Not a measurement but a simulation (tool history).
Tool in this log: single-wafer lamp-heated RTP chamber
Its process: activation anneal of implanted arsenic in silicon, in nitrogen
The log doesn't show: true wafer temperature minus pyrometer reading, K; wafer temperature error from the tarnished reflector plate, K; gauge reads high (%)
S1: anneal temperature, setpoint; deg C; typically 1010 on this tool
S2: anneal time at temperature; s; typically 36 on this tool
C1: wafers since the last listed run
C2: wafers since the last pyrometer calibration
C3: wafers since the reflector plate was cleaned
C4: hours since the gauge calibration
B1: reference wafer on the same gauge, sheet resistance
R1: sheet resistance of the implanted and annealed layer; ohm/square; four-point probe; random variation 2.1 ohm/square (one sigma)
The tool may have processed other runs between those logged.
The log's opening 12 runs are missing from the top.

{"day": 37.692, "done": "pyrometer window cleaned and pyrometer calibrated"}
{"run": 13, "day": 40.704, "S1": 998, "S2": 29, "C1": 791, "C2": 752, "C3": 5432, "C4": 193.3, "B1": 577.94, "R1": 520.3}
{"run": 14, "day": 44.438, "S1": 998, "S2": 29, "C1": 932, "C2": 1685, "C3": 6365, "C4": 282.9, "B1": 580.19, "R1": 524.4}
{"run": 15, "day": 48.712, "S1": 1010, "S2": 25, "C1": 1067, "C2": 2753, "C3": 7433, "C4": 385.5, "B1": 583.12, "R1": 527.23}
{"run": 16, "day": 60.654, "S1": 1010, "S2": 43, "C1": 2982, "C2": 5736, "C3": 10416, "C4": 672.1, "B1": 589.12, "R1": 523.99}
{"day": 61.471, "done": "pyrometer window cleaned and pyrometer calibrated"}
{"run": 17, "day": 64.829, "S1": 1010, "S2": 36, "C1": 959, "C2": 839, "C3": 11375, "C4": 772.3, "B1": 590.82, "R1": 528.45}
{"run": 18, "day": 67.192, "S1": 1010, "S2": 36, "C1": 590, "C2": 1429, "C3": 11965, "C4": 829.0, "B1": 591.37, "R1": 529.32}
{"run": 19, "day": 69.221, "S1": 992, "S2": 15, "C1": 506, "C2": 1936, "C3": 12472, "C4": 877.7, "B1": 591.7, "R1": 532.27}
{"run": 20, "day": 72.179, "S1": 1021, "S2": 36, "C1": 738, "C2": 2675, "C3": 13211, "C4": 948.7, "B1": 592.65, "R1": 529.94}
{"run": 21, "day": 74.204, "S1": 1022, "S2": 43, "C1": 505, "C2": 3180, "C3": 13717, "C4": 997.3, "B1": 592.09, "R1": 524.47}
{"run": 22, "day": 78.183, "S1": 1010, "S2": 36, "C1": 993, "C2": 4174, "C3": 14711, "C4": 1092.8, "B1": 593.53, "R1": 526.19}
{"day": 80.746, "done": "reflector plate cleaned"}
{"run": 23, "day": 81.8, "S1": 987, "S2": 36, "C1": 820, "C2": 4995, "C3": 263, "C4": 1179.6, "B1": 594.36, "R1": 537.01}
{"day": 82.433, "done": "pyrometer window cleaned and pyrometer calibrated"}
{"run": 24, "day": 84.258, "S1": 1026, "S2": 24, "C1": 530, "C2": 455, "C3": 794, "C4": 1238.6, "B1": 595.28, "R1": 531.84}
{"run": 25, "day": 89.112, "S1": 999, "S2": 55, "C1": 1212, "C2": 1668, "C3": 2006, "C4": 1355.1, "B1": 595.03, "R1": 533.95}
{"run": 26, "day": 91.392, "S1": 1010, "S2": 36, "C1": 569, "C2": 2237, "C3": 2575, "C4": 1409.8, "B1": 595.42, "R1": 530.74}
{"day": 93.217, "done": "gauge calibrated"}
{"run": 27, "day": 94.908, "S1": 1010, "S2": 36, "C1": 878, "C2": 3115, "C3": 3454, "C4": 40.6, "B1": 566.55, "R1": 509.0}
{"run": 28, "day": 96.942, "S1": 986, "S2": 36, "C1": 507, "C2": 3623, "C3": 3962, "C4": 89.4, "B1": 569.15, "R1": 511.01}
{"run": 29, "day": 99.296, "S1": 1010, "S2": 36, "C1": 588, "C2": 4211, "C3": 4550, "C4": 145.9, "B1": 571.73, "R1": 507.38}
{"day": 103.429, "done": "pyrometer window cleaned and pyrometer calibrated"}
{"run": 30, "day": 103.462, "S1": 1039, "S2": 50, "C1": 957, "C2": 7, "C3": 5507, "C4": 245.9, "B1": 575.6, "R1": 511.54}
{"run": 31, "day": 105.775, "S1": 990, "S2": 48, "C1": 577, "C2": 585, "C3": 6085, "C4": 301.4, "B1": 577.26, "R1": 519.94}

Consider 5 possible next runs. They are alternatives, not a sequence: every one starts from the tool as it was left by run 31. What does each give?
{"run": "A", "day": 105.792, "S1": 1010, "S2": 30, "C1": 4, "C2": 589, "C3": 6089, "C4": 301.8, "B1": "?", "R1": "?"}
{"run": "B", "day": 105.792, "S1": 997, "S2": 49, "C1": 4, "C2": 589, "C3": 6089, "C4": 301.8, "B1": "?", "R1": "?"}
{"run": "C", "day": 105.792, "S1": 1032, "S2": 36, "C1": 4, "C2": 589, "C3": 6089, "C4": 301.8, "B1": "?", "R1": "?"}
{"run": "D", "day": 105.792, "S1": 1039, "S2": 19, "C1": 4, "C2": 589, "C3": 6089, "C4": 301.8, "B1": "?", "R1": "?"}
{"run": "E", "day": 105.792, "S1": 1019, "S2": 36, "C1": 4, "C2": 589, "C3": 6089, "C4": 301.8, "B1": "?", "R1": "?"}

run=A B1=576.60 R1=520.35
run=B B1=576.60 R1=519.24
run=C B1=576.60 R1=516.37
run=D B1=576.60 R1=519.51
run=E B1=576.60 R1=518.29
Without the tool's hidden state the same runs would have given:
run=A R1=511.29
run=B R1=510.21
run=C R1=507.38
run=D R1=510.47
run=E R1=509.27
